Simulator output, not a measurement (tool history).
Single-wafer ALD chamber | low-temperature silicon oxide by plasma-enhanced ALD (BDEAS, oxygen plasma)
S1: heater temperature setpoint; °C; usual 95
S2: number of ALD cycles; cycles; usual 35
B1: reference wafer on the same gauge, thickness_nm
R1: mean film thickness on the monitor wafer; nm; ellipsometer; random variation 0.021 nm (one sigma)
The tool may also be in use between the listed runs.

run	day	S1	S2	B1	R1
1	0.000	95	35	5.574	5.338
# day 2.858: gauge calibrated
2	4.212	95	35	5.582	5.264
3	8.608	95	35	5.582	5.298
4	12.933	95	35	5.574	5.319
5	16.296	95	35	5.582	5.300
6	20.412	95	35	5.581	5.288
7	23.142	95	35	5.581	5.288
8	26.375	95	35	5.583	5.262
9	30.354	95	35	5.579	5.263
10	32.638	95	35	5.585	5.264
11	35.183	95	35	5.584	5.228
12	37.812	89	35	5.581	5.377
13	39.921	89	35	5.583	5.377
14	43.833	102	37	5.581	5.457
15	47.667	102	37	5.581	5.455
16	50.304	95	36	5.579	5.362
17	52.625	95	36	5.578	5.411
18	56.108	95	36	5.584	5.368
19	60.117	86	29	5.585	4.483
20	64.188	95	35	5.582	5.224
21	67.792	95	35	5.577	5.202
# day 68.600: thermocouple changed; heater temperature recalibrated
22	70.008	95	35	5.582	5.317
23	73.638	80	32	5.576	5.103
24	76.396	107	29	5.579	4.253
25	80.712	95	31	5.577	4.691
# day 82.792: gauge calibrated
26	84.225	95	32	5.580	4.860
27	86.658	108	37	5.581	5.452
28	89.483	95	35	5.581	5.256
29	98.408	99	31	5.581	4.598
30	101.242	100	35	5.583	5.211
31	104.242	95	35	5.587	5.313
32	107.638	90	32	5.583	4.899
33	109.521	95	33	5.578	5.009
34	113.404	89	39	5.579	5.994
35	117.500	95	35	5.581	5.311
36	120.200	85	38	5.585	5.936
37	122.021	95	35	5.575	5.282

Forecast each of these 5 alternatives for the next run:
A	122.042	86	35	?	?
B	122.042	102	29	?	?
C	122.042	105	35	?	?
D	122.042	81	31	?	?
E	122.042	106	40	?	?

run	B1	R1
A	5.579	5.422
B	5.579	4.282
C	5.579	5.140
D	5.579	4.884
E	5.579	5.864
Without the tool's hidden state the same runs would have given:
run	R1
A	5.467
B	4.300
C	5.162
D	4.923
E	5.889
